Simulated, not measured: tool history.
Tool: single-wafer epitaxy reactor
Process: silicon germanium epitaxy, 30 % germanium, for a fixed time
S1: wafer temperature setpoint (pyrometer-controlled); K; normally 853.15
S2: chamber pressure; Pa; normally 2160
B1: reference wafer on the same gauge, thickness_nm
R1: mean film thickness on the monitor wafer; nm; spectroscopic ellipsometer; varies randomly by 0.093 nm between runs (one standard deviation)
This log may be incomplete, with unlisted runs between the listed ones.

run     day      S1    S2      B1      R1
  1   0.000  853.15  2160  38.005  40.584
  2   0.867  853.15  2160  37.946  40.501
  3   1.379  853.15  2160  37.994  40.530
  4   1.888  853.15  2160  37.966  40.485
  5   2.608  853.15  2160  37.975  40.518
  6   3.938  853.15  2160  38.012  40.437
  7   5.338  853.15  2160  37.985  40.521
      7.367  -- gauge calibrated
  8   7.612  853.15  2160  37.986  40.452
  9   9.000  853.15  2160  38.023  40.662
      9.550  -- pyrometer calibrated
 10   9.638  865.15  2333  38.000  48.731
 11  10.229  843.15  1893  38.007  30.954
 12  11.721  853.15  2160  37.984  38.760
     12.871  -- capacitance manometer re-zeroed and calibrated
 13  13.175  846.15  2346  38.033  36.850
     13.688  -- showerhead replaced
 14  14.200  843.15  2346  38.014  35.106
 15  14.762  865.15  1733  38.028  44.854
 16  15.383  858.15  1893  38.004  41.572
 17  16.371  859.15  2320  38.000  45.883
 18  17.583  858.15  1800  38.001  40.736
 19  18.717  853.15  2160  38.020  40.300

Hidden state, per run?
gauge reads high (%): 0 at every run
H1: wafer temperature above the value expected at the setpoint (K)
H2: true pressure above the setpoint (%)
run     H1      H2
  1   2.92   -5.97
  2   2.94   -6.02
  3   2.95   -6.05
  4   2.96   -6.07
  5   2.98   -6.11
  6      3   -6.17
  7   3.03   -6.24
  8   3.06   -6.33
  9   3.09   -6.38
 10  0.191    -6.4
 11  0.314   -6.42
 12  0.607   -6.47
 13  0.869  0.0456
 14   1.04  -0.402
 15   1.13  -0.638
 16   1.23   -0.89
 17   1.37   -1.27
 18   1.54   -1.72
 19   1.69   -2.11

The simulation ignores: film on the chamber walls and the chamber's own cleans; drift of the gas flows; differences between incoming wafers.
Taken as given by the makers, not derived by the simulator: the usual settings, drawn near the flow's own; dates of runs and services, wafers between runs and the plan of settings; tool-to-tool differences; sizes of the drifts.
